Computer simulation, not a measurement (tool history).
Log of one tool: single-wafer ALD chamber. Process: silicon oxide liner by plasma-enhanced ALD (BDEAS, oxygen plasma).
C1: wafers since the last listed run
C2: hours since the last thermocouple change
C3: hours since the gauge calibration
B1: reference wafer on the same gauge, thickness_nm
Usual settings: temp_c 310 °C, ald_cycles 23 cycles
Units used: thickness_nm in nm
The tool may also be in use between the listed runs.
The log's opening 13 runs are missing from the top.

Run 14, day 29.467: usual settings but ald_cycles 21 cycles; C1 351; C2 258; C3 370.2; B1 2.208. Result: thickness_nm 1.842 nm.
Run 15, day 31.138: usual settings; C1 336; C2 298.1; C3 410.3; B1 2.208. Result: thickness_nm 2.012 nm.
Run 16, day 32.638: usual settings but temp_c 315 °C, ald_cycles 28 cycles; C1 302; C2 334.1; C3 446.3; B1 2.206. Result: thickness_nm 2.442 nm.
Run 17, day 35.183: usual settings but temp_c 316 °C, ald_cycles 26 cycles; C1 513; C2 395.2; C3 507.4; B1 2.203. Result: thickness_nm 2.248 nm.
Run 18, day 36.642: usual settings but ald_cycles 19 cycles; C1 293; C2 430.2; C3 542.4; B1 2.201. Result: thickness_nm 1.665 nm.
Run 19, day 38.262: usual settings but temp_c 321 °C; C1 326; C2 469.1; C3 581.3; B1 2.199. Result: thickness_nm 1.971 nm.
Run 20, day 40.183: usual settings; C1 387; C2 515.2; C3 627.4; B1 2.198. Result: thickness_nm 2.013 nm.
Run 21, day 42.017: usual settings but temp_c 305 °C, ald_cycles 22 cycles; C1 369; C2 559.2; C3 671.4; B1 2.198. Result: thickness_nm 1.929 nm.
At day 44.329: gauge calibrated.
Run 22, day 44.562: usual settings; C1 513; C2 620.3; C3 5.6; B1 2.266. Result: thickness_nm 2.075 nm.
Run 23, day 47: usual settings but temp_c 303 °C; C1 491; C2 678.8; C3 64.1; B1 2.253. Result: thickness_nm 2.081 nm.
Run 24, day 48.929: usual settings but temp_c 322 °C, ald_cycles 27 cycles; C1 388; C2 725.1; C3 110.4; B1 2.244. Result: thickness_nm 2.366 nm.
Run 25, day 51.112: usual settings; C1 440; C2 777.5; C3 162.8; B1 2.238. Result: thickness_nm 2.045 nm.
Run 26, day 53.038: usual settings; C1 388; C2 823.7; C3 209; B1 2.231. Result: thickness_nm 2.047 nm.
Run 27, day 54.083: usual settings but temp_c 319 °C, ald_cycles 21 cycles; C1 210; C2 848.8; C3 234.1; B1 2.228. Result: thickness_nm 1.826 nm.
Run 28, day 55.4: usual settings but temp_c 301 °C, ald_cycles 26 cycles; C1 265; C2 880.4; C3 265.7; B1 2.224. Result: thickness_nm 2.335 nm.

Run 29, settings as shown, results not yet in. Your forecast:
Run 29, day 58.1: usual settings but temp_c 301 °C, ald_cycles 21 cycles; C1 544; C2 945.2; C3 330.5; B1 ?. Result: thickness_nm ?.

{"run 29": {"B1": 2.217, "thickness_nm": 1.883}}
Take away the tool's hidden state, keep the run-to-run variation as it was, and the same run would have given thickness_nm 1.918 nm.
